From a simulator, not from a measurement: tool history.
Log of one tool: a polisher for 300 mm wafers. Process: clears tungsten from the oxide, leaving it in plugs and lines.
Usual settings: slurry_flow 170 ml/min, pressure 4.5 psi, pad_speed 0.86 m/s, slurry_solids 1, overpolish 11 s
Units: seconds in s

run   hour  slurry_flow  pressure  pad_speed  slurry_solids  overpolish  incoming thickness of the incoming film, nm  seconds
  1      0          170       4.5       0.94              1          11                                        325.9     67.8
       8.8  -- slurry tank refilled with fresh slurry and peroxide
  2   32.9          170       4.5       0.94              1          11                                        334.3     69.8
  3     61          170       4.5       0.86              1          11                                        336.6     75.3
      85.2  -- worn pad replaced by a new one
  4   85.7          170       4.5       0.86              1          11                                        330.3     75.6
      97.8  -- slurry nozzle cleaned
  5  112.7          170       4.5       0.86              1          11                                        331.7     72.8
  6  140.5          190       4.5       0.86              1          14                                        326.2     72.3
  7  160.2          190       4.5       0.86              1          14                                        330.6     73.1
     172.6  -- slurry tank refilled with fresh slurry and peroxide
  8  193.9          170       4.5       0.74              1          11                                        333.7     87.9
  9  206.4          170       4.5       0.74              1          11                                        333.9     86.5
     228.1  -- worn pad replaced by a new one
 10  228.6          170       4.5       0.74              1          11                                        332.1       87
       233  -- slurry blender recalibrated
 11  240.7          170       4.5       0.86              1          11                                        328.2     72.9
 12  262.2          170       4.5       0.86           1.15          11                                        334.8     71.6
 13  277.5          190       4.5       0.62              1           8                                          327      102
 14  291.2          170       4.5       1.04            0.8           8                                        331.9       66
     309.3  -- head pressure recalibrated
 15  309.8          170       4.5       0.94              1          11                                        329.7     53.2
 16  335.9          130       6.1       0.86              1           6                                          328       45
 17    356          170       4.5       0.86              1          11                                        331.1       60
     365.6  -- slurry tank refilled with fresh slurry and peroxide
     373.2  -- worn pad replaced by a new one
 18  373.7          170       4.5       1.14            1.1          11                                        333.5     44.1
 19  387.5          170       4.5       0.86              1          17                                        331.7     60.5
 20  418.5          170       4.5       0.86              1          11                                          330     59.9
     426.4  -- slurry nozzle cleaned
     458.7  -- head pressure recalibrated, repeated, since the last time left the tool worse
     462.1  -- slurry blender recalibrated
 21  517.4          170       4.5        1.1              1          11                                        325.1     53.1
     528.5  -- worn pad replaced by a new one
 22  540.3          170       4.5       0.86              1          11                                        326.7     68.6
     563.1  -- slurry tank refilled with fresh slurry and peroxide
 23  573.1          170       3.3       0.86              1           7                                        328.6     95.8
 24  590.9          135       4.5       1.04           0.75          11                                          334     65.8
 25  611.8          170       4.5       0.86              1           8                                        331.8     70.8

Run 26 comes next. What will it give?
 26  642.7          170       4.5       0.86              1          11                                        330.4        ?

{"run 26": {"seconds": 71.8}}
Without the tool's hidden state the same run would have given seconds 68.8 s.
